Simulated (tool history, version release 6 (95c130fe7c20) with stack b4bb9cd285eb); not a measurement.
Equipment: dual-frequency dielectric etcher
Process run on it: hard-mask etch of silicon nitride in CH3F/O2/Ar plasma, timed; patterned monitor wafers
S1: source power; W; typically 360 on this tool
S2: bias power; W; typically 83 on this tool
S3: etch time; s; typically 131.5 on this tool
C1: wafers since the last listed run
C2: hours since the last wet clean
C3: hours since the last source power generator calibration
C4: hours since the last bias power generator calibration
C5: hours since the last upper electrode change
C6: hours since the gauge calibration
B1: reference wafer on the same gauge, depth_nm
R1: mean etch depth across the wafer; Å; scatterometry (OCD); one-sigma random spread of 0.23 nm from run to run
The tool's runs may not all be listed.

run 1 day=0.000 | S1=300 S2=83 S3=143.0 | C1=0 C2=244.5 C3=3271.9 C4=2154.1 C5=1200.1 C6=881.3 | B1=92.2 | R1=938
run 2 day=4.379 | S1=360 S2=83 S3=131.5 | C1=737 C2=349.6 C3=3377.0 C4=2259.2 C5=1305.2 C6=986.4 | B1=92.2 | R1=918
-- day=9.117 wet clean of the chamber
run 3 day=9.138 | S1=360 S2=83 S3=131.5 | C1=633 C2=0.5 C3=3491.2 C4=2373.4 C5=1419.4 C6=1100.6 | B1=92.2 | R1=930
run 4 day=11.725 | S1=360 S2=83 S3=131.5 | C1=435 C2=62.6 C3=3553.3 C4=2435.5 C5=1481.5 C6=1162.7 | B1=92.2 | R1=927
run 5 day=16.212 | S1=360 S2=83 S3=131.5 | C1=755 C2=170.3 C3=3661.0 C4=2543.2 C5=1589.2 C6=1270.4 | B1=92.2 | R1=922
run 6 day=18.900 | S1=360 S2=83 S3=131.5 | C1=452 C2=234.8 C3=3725.5 C4=2607.7 C5=1653.7 C6=1334.9 | B1=92.2 | R1=921
run 7 day=23.288 | S1=420 S2=83 S3=131.5 | C1=738 C2=340.1 C3=3830.8 C4=2713.0 C5=1759.0 C6=1440.2 | B1=92.2 | R1=976
run 8 day=25.888 | S1=360 S2=83 S3=131.5 | C1=437 C2=402.5 C3=3893.2 C4=2775.4 C5=1821.4 C6=1502.6 | B1=92.2 | R1=915
-- day=27.942 gauge calibrated
run 9 day=28.129 | S1=360 S2=83 S3=131.5 | C1=377 C2=456.3 C3=3947.0 C4=2829.2 C5=1875.2 C6=4.5 | B1=92.2 | R1=914
-- day=29.529 wet clean of the chamber
run 10 day=29.883 | S1=360 S2=83 S3=131.5 | C1=127 C2=8.5 C3=3989.1 C4=2871.3 C5=1917.3 C6=46.6 | B1=92.2 | R1=925
run 11 day=34.300 | S1=360 S2=83 S3=131.5 | C1=743 C2=114.5 C3=4095.1 C4=2977.3 C5=2023.3 C6=152.6 | B1=92.3 | R1=919
run 12 day=36.529 | S1=360 S2=83 S3=131.5 | C1=375 C2=168.0 C3=4148.6 C4=3030.8 C5=2076.8 C6=206.1 | B1=92.2 | R1=921
run 13 day=39.467 | S1=360 S2=68 S3=113.0 | C1=494 C2=238.5 C3=4219.1 C4=3101.3 C5=2147.3 C6=276.6 | B1=92.2 | R1=737
run 14 day=41.946 | S1=360 S2=68 S3=113.0 | C1=417 C2=298.0 C3=4278.6 C4=3160.8 C5=2206.8 C6=336.1 | B1=92.2 | R1=736
run 15 day=45.392 | S1=320 S2=92 S3=116.5 | C1=580 C2=380.7 C3=4361.3 C4=3243.5 C5=2289.5 C6=418.8 | B1=92.2 | R1=801
-- day=48.996 wet clean of the chamber
run 16 day=49.017 | S1=360 S2=75 S3=108.5 | C1=442 C2=0.5 C3=4448.3 C4=3330.5 C5=2376.5 C6=505.8 | B1=92.2 | R1=733
-- day=49.758 bias power generator calibrated
run 17 day=50.092 | S1=290 S2=97 S3=131.5 | C1=152 C2=26.3 C3=4474.1 C4=8.0 C5=2402.3 C6=531.6 | B1=92.2 | R1=921
run 18 day=53.658 | S1=360 S2=83 S3=131.5 | C1=600 C2=111.9 C3=4559.7 C4=93.6 C5=2487.9 C6=617.2 | B1=92.3 | R1=941
run 19 day=55.879 | S1=420 S2=83 S3=156.0 | C1=374 C2=165.2 C3=4613.0 C4=146.9 C5=2541.2 C6=670.5 | B1=92.2 | R1=1180
run 20 day=58.975 | S1=360 S2=83 S3=131.5 | C1=521 C2=239.5 C3=4687.3 C4=221.2 C5=2615.5 C6=744.8 | B1=92.2 | R1=933
run 21 day=62.521 | S1=360 S2=77 S3=131.5 | C1=597 C2=324.6 C3=4772.4 C4=306.3 C5=2700.6 C6=829.9 | B1=92.2 | R1=908
-- day=62.962 source power generator calibrated
run 22 day=64.767 | S1=360 S2=99 S3=111.5 | C1=350 C2=378.5 C3=43.3 C4=360.2 C5=2754.5 C6=883.8 | B1=92.2 | R1=839
-- day=69.367 upper electrode replaced
-- day=70.008 wet clean of the chamber
run 23 day=75.046 | S1=440 S2=76 S3=118.0 | C1=1454 C2=120.9 C3=290.0 C4=606.9 C5=136.3 C6=1130.5 | B1=92.2 | R1=877
run 24 day=78.821 | S1=340 S2=103 S3=161.0 | C1=635 C2=211.5 C3=380.6 C4=697.5 C5=226.9 C6=1221.1 | B1=92.2 | R1=1204
run 25 day=81.429 | S1=270 S2=74 S3=103.0 | C1=439 C2=274.1 C3=443.2 C4=760.1 C5=289.5 C6=1283.7 | B1=92.2 | R1=627
run 26 day=83.758 | S1=440 S2=83 S3=131.5 | C1=392 C2=330.0 C3=499.1 C4=816.0 C5=345.4 C6=1339.6 | B1=92.2 | R1=998
run 27 day=88.079 | S1=270 S2=83 S3=141.5 | C1=727 C2=433.7 C3=602.8 C4=919.7 C5=449.1 C6=1443.3 | B1=92.2 | R1=894
-- day=89.962 wet clean of the chamber
run 28 day=91.033 | S1=360 S2=83 S3=131.5 | C1=329 C2=25.7 C3=673.7 C4=990.6 C5=520.0 C6=1514.2 | B1=92.2 | R1=936
-- day=91.392 gauge calibrated
run 29 day=93.346 | S1=360 S2=98 S3=158.0 | C1=389 C2=81.2 C3=729.2 C4=1046.1 C5=575.5 C6=46.9 | B1=92.2 | R1=1199

State the hidden condition of the tool at each of the runs:
source power that arrives over what is set, %: 0 across all the runs
gauge reads high (%): 0 across all the runs
H1: etch rate over this chamber's usual, %
H2: bias power that arrives over what is set, %
run=1 H1=-0.912 H2=-3.38
run=2 H1=-1.28 H2=-3.53
run=3 H1=0.0347 H2=-3.7
run=4 H1=-0.181 H2=-3.78
run=5 H1=-0.555 H2=-3.94
run=6 H1=-0.779 H2=-4.03
run=7 H1=-1.14 H2=-4.18
run=8 H1=-1.36 H2=-4.27
run=9 H1=-1.55 H2=-4.35
run=10 H1=-0.27 H2=-4.41
run=11 H1=-0.638 H2=-4.56
run=12 H1=-0.823 H2=-4.63
run=13 H1=-1.07 H2=-4.73
run=14 H1=-1.27 H2=-4.82
run=15 H1=-1.56 H2=-4.94
run=16 H1=0.173 H2=-5.06
run=17 H1=0.0835 H2=-0.0686
run=18 H1=-0.214 H2=-0.191
run=19 H1=-0.399 H2=-0.266
run=20 H1=-0.657 H2=-0.372
run=21 H1=-0.952 H2=-0.494
run=22 H1=-1.14 H2=-0.57
run=23 H1=-0.492 H2=-0.922
run=24 H1=-0.807 H2=-1.05
run=25 H1=-1.02 H2=-1.14
run=26 H1=-1.22 H2=-1.22
run=27 H1=-1.58 H2=-1.37
run=28 H1=-0.0992 H2=-1.47
run=29 H1=-0.292 H2=-1.55
